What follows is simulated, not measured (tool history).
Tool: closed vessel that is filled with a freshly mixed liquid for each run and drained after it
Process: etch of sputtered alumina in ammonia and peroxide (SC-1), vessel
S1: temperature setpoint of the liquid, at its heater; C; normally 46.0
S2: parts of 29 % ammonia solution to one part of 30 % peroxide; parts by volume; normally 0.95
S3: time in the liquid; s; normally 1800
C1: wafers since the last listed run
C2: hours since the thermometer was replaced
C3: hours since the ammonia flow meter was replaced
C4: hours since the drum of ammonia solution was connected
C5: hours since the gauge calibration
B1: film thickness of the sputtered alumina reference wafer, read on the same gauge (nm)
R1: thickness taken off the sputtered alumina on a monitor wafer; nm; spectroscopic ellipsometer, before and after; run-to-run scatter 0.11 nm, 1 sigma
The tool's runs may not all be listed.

{"run": 1, "hour": 0.0, "S1": 53.0, "S2": 0.95, "S3": 1800, "C1": 0, "C2": 1136.3, "C3": 221.2, "C4": 369.6, "C5": 1255.0, "B1": 69.97, "R1": 62.76}
{"hour": 79.5, "done": "new drum of ammonia solution connected"}
{"run": 2, "hour": 128.5, "S1": 53.0, "S2": 0.95, "S3": 1800, "C1": 6577, "C2": 1264.8, "C3": 349.7, "C4": 49.0, "C5": 1383.5, "B1": 69.96, "R1": 63.27}
{"run": 3, "hour": 183.9, "S1": 46.0, "S2": 0.95, "S3": 1800, "C1": 2858, "C2": 1320.2, "C3": 405.1, "C4": 104.4, "C5": 1438.9, "B1": 70.0, "R1": 42.9}
{"run": 4, "hour": 253.7, "S1": 46.0, "S2": 0.95, "S3": 1800, "C1": 3600, "C2": 1390.0, "C3": 474.9, "C4": 174.2, "C5": 1508.7, "B1": 69.97, "R1": 42.8}
{"run": 5, "hour": 329.4, "S1": 49.5, "S2": 0.95, "S3": 1800, "C1": 3905, "C2": 1465.7, "C3": 550.6, "C4": 249.9, "C5": 1584.4, "B1": 69.94, "R1": 51.65}
{"run": 6, "hour": 412.9, "S1": 46.0, "S2": 0.95, "S3": 1510, "C1": 4307, "C2": 1549.2, "C3": 634.1, "C4": 333.4, "C5": 1667.9, "B1": 70.05, "R1": 35.81}
{"hour": 432.2, "done": "new drum of ammonia solution connected"}
{"run": 7, "hour": 498.0, "S1": 46.0, "S2": 0.95, "S3": 1510, "C1": 4338, "C2": 1634.3, "C3": 719.2, "C4": 65.8, "C5": 1753.0, "B1": 70.0, "R1": 36.07}
{"run": 8, "hour": 672.9, "S1": 46.0, "S2": 0.95, "S3": 2660, "C1": 9023, "C2": 1809.2, "C3": 894.1, "C4": 240.7, "C5": 1927.9, "B1": 69.98, "R1": 63.14}
{"run": 9, "hour": 711.8, "S1": 46.0, "S2": 0.75, "S3": 1800, "C1": 2006, "C2": 1848.1, "C3": 933.0, "C4": 279.6, "C5": 1966.8, "B1": 70.03, "R1": 41.51}
{"hour": 789.1, "done": "new drum of ammonia solution connected"}
{"run": 10, "hour": 809.2, "S1": 46.0, "S2": 0.75, "S3": 1800, "C1": 4973, "C2": 1945.5, "C3": 1030.4, "C4": 20.1, "C5": 2064.2, "B1": 70.02, "R1": 41.95}
{"hour": 830.2, "done": "gauge calibrated"}
{"run": 11, "hour": 846.5, "S1": 46.0, "S2": 0.75, "S3": 1800, "C1": 1924, "C2": 1982.8, "C3": 1067.7, "C4": 57.4, "C5": 16.3, "B1": 70.03, "R1": 41.89}
{"run": 12, "hour": 932.3, "S1": 46.0, "S2": 0.95, "S3": 1800, "C1": 4426, "C2": 2068.6, "C3": 1153.5, "C4": 143.2, "C5": 102.1, "B1": 70.02, "R1": 42.72}
{"run": 13, "hour": 1013.4, "S1": 55.0, "S2": 1.1, "S3": 1800, "C1": 4183, "C2": 2149.7, "C3": 1234.6, "C4": 224.3, "C5": 183.2, "B1": 69.94, "R1": 70.3}
{"run": 14, "hour": 1064.7, "S1": 46.0, "S2": 1.2, "S3": 1800, "C1": 2646, "C2": 2201.0, "C3": 1285.9, "C4": 275.6, "C5": 234.5, "B1": 70.06, "R1": 43.43}
{"hour": 1074.6, "done": "ammonia flow meter replaced"}
{"run": 15, "hour": 1165.4, "S1": 46.0, "S2": 0.95, "S3": 1280, "C1": 5143, "C2": 2301.7, "C3": 90.8, "C4": 376.3, "C5": 335.2, "B1": 70.02, "R1": 30.42}
{"hour": 1197.8, "done": "new drum of ammonia solution connected"}
{"run": 16, "hour": 1273.1, "S1": 46.0, "S2": 0.95, "S3": 2195, "C1": 5504, "C2": 2409.4, "C3": 198.5, "C4": 75.3, "C5": 442.9, "B1": 70.03, "R1": 52.45}
{"run": 17, "hour": 1334.4, "S1": 53.5, "S2": 0.65, "S3": 900, "C1": 3162, "C2": 2470.7, "C3": 259.8, "C4": 136.6, "C5": 504.2, "B1": 70.03, "R1": 31.48}
{"run": 18, "hour": 1405.7, "S1": 46.0, "S2": 0.8, "S3": 1800, "C1": 3678, "C2": 2542.0, "C3": 331.1, "C4": 207.9, "C5": 575.5, "B1": 69.97, "R1": 42.23}
{"hour": 1455.6, "done": "thermometer replaced"}
{"run": 19, "hour": 1483.4, "S1": 46.0, "S2": 0.95, "S3": 2195, "C1": 3956, "C2": 27.8, "C3": 408.8, "C4": 285.6, "C5": 653.2, "B1": 70.0, "R1": 52.18}
{"hour": 1573.4, "done": "new drum of ammonia solution connected"}
{"run": 20, "hour": 1788.0, "S1": 55.0, "S2": 1.2, "S3": 2770, "C1": 15662, "C2": 332.4, "C3": 713.4, "C4": 214.6, "C5": 957.8, "B1": 70.03, "R1": 109.82}
{"run": 21, "hour": 1860.3, "S1": 46.0, "S2": 0.95, "S3": 2660, "C1": 3729, "C2": 404.7, "C3": 785.7, "C4": 286.9, "C5": 1030.1, "B1": 69.97, "R1": 62.7}
{"run": 22, "hour": 1948.5, "S1": 46.0, "S2": 1.15, "S3": 1800, "C1": 4550, "C2": 492.9, "C3": 873.9, "C4": 375.1, "C5": 1118.3, "B1": 69.99, "R1": 43.22}
{"hour": 1972.8, "done": "new drum of ammonia solution connected"}
{"run": 23, "hour": 1994.8, "S1": 46.0, "S2": 0.95, "S3": 2360, "C1": 2337, "C2": 539.2, "C3": 920.2, "C4": 22.0, "C5": 1164.6, "B1": 70.02, "R1": 56.23}
{"run": 24, "hour": 2048.5, "S1": 38.0, "S2": 0.55, "S3": 2325, "C1": 2770, "C2": 592.9, "C3": 973.9, "C4": 75.7, "C5": 1218.3, "B1": 70.0, "R1": 32.92}

Below are 3 alternative next runs, each starting from the tool's condition after run 24. Predict each:
{"run": "A", "hour": 2049.7, "S1": 46.0, "S2": 1.05, "S3": 1800, "C1": 61, "C2": 594.1, "C3": 975.1, "C4": 76.9, "C5": 1219.5, "B1": "?", "R1": "?"}
{"run": "B", "hour": 2049.7, "S1": 42.0, "S2": 0.6, "S3": 1800, "C1": 61, "C2": 594.1, "C3": 975.1, "C4": 76.9, "C5": 1219.5, "B1": "?", "R1": "?"}
{"run": "C", "hour": 2049.7, "S1": 39.0, "S2": 0.55, "S3": 1350, "C1": 61, "C2": 594.1, "C3": 975.1, "C4": 76.9, "C5": 1219.5, "B1": "?", "R1": "?"}

run=A B1=69.99 R1=43.16
run=B B1=69.99 R1=32.53
run=C B1=69.99 R1=20.28
The same runs, with their run-to-run variation unchanged, on a tool lacking any hidden condition would have given:
run=A R1=43.67
run=B R1=32.91
run=C R1=20.52
